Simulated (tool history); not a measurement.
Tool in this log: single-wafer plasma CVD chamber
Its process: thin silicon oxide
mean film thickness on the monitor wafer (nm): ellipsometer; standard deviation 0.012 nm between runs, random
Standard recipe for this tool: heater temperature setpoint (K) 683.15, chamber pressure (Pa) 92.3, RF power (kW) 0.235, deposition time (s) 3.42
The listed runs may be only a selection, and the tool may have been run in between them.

run    hour  heater temperature setpoint (K)  chamber pressure (Pa)  RF power (kW)  deposition time (s)  read-back reference wafer on the same gauge, thickness_nm  mean film thickness on the monitor wafer (nm)
  1     0.0                           683.15                   92.3          0.235                 3.42                                                      5.518                                          4.989
  2    70.7                           683.15                   92.3          0.235                 3.42                                                      5.518                                          4.971
  3   115.7                           683.15                   92.3          0.235                 3.42                                                      5.519                                          4.978
      202.5  -- RF generator calibrated
  4   203.0                           683.15                   92.3          0.235                 3.42                                                      5.523                                          4.979
  5   267.0                           683.15                   92.3          0.235                 3.42                                                      5.523                                          4.964
  6   373.4                           683.15                   92.3          0.235                 3.17                                                      5.517                                          4.595
  7   472.4                           674.15                   92.3          0.235                 3.42                                                      5.520                                          4.948
  8   572.0                           674.15                   92.3          0.235                 3.42                                                      5.518                                          4.962
  9   709.4                           683.15                   92.3          0.235                 3.42                                                      5.520                                          4.931
 10   768.4                           683.15                   92.3          0.235                 3.42                                                      5.520                                          4.924
      792.3  -- capacitance manometer re-zeroed and calibrated
      859.1  -- gauge calibrated
 11   863.3                           676.15                  105.6          0.280                 3.42                                                      5.519                                          5.886
      936.8  -- thermocouple changed; heater temperature recalibrated
 12   970.7                           683.15                   92.3          0.205                 2.78                                                      5.523                                          3.716
     1017.8  -- showerhead replaced
 13  1018.3                           683.15                   92.3          0.235                 3.42                                                      5.523                                          4.822
     1085.7  -- capacitance manometer re-zeroed and calibrated, repeated, since the last time left the tool worse
 14  1110.0                           673.15                   92.3          0.200                 3.42                                                      5.522                                          4.748
 15  1176.8                           683.15                   73.2          0.270                 3.42                                                      5.519                                          4.364
 16  1243.9                           677.15                   84.9          0.235                 3.61                                                      5.517                                          4.972
     1276.6  -- RF generator calibrated
 17  1324.0                           683.15                   92.3          0.235                 3.42                                                      5.518                                          5.080
 18  1362.8                           683.15                  103.2          0.280                 3.67                                                      5.519                                          6.465
 19  1417.5                           672.15                  101.9          0.200                 3.11                                                      5.517                                          4.736
 20  1514.8                           683.15                   92.3          0.235                 3.42                                                      5.521                                          5.070
 21  1620.7                           695.15                   83.1          0.235                 3.42                                                      5.518                                          4.580

Pick out some run-to-run changes in mean film thickness on the monitor wafer (nm). Of each, how much would a tool without hidden state show as well, from the settings, what came in and chance, and how much is left for the hidden state and any gauge scatter not in both results compared?
The hidden state here: wafer temperature above the value expected at the setpoint (K); delivered RF power above the setpoint (%); true pressure above the setpoint (%); gauge reads high (%).
Run 10 -> 11: heater temperature setpoint (K) 683.15 -> 676.15, chamber pressure (Pa) 92.3 -> 105.6, RF power (kW) 0.235 -> 0.280, capacitance manometer re-zeroed and calibrated, gauge calibrated. mean film thickness on the monitor wafer (nm) +0.962: hidden state -0.102, all else +1.064.
Run 11 -> 12: heater temperature setpoint (K) 676.15 -> 683.15, chamber pressure (Pa) 105.6 -> 92.3, RF power (kW) 0.280 -> 0.205, deposition time (s) 3.42 -> 2.78, thermocouple changed; heater temperature recalibrated. mean film thickness on the monitor wafer (nm) -2.170: hidden state +0.068, all else -2.238.
Run 13 -> 14: heater temperature setpoint (K) 683.15 -> 673.15, RF power (kW) 0.235 -> 0.200, capacitance manometer re-zeroed and calibrated, repeated, since the last time left the tool worse. mean film thickness on the monitor wafer (nm) -0.074: hidden state +0.224, all else -0.298.
Run 18 -> 19: heater temperature setpoint (K) 683.15 -> 672.15, chamber pressure (Pa) 103.2 -> 101.9, RF power (kW) 0.280 -> 0.200, deposition time (s) 3.67 -> 3.11. mean film thickness on the monitor wafer (nm) -1.729: hidden state -0.004, all else -1.725.
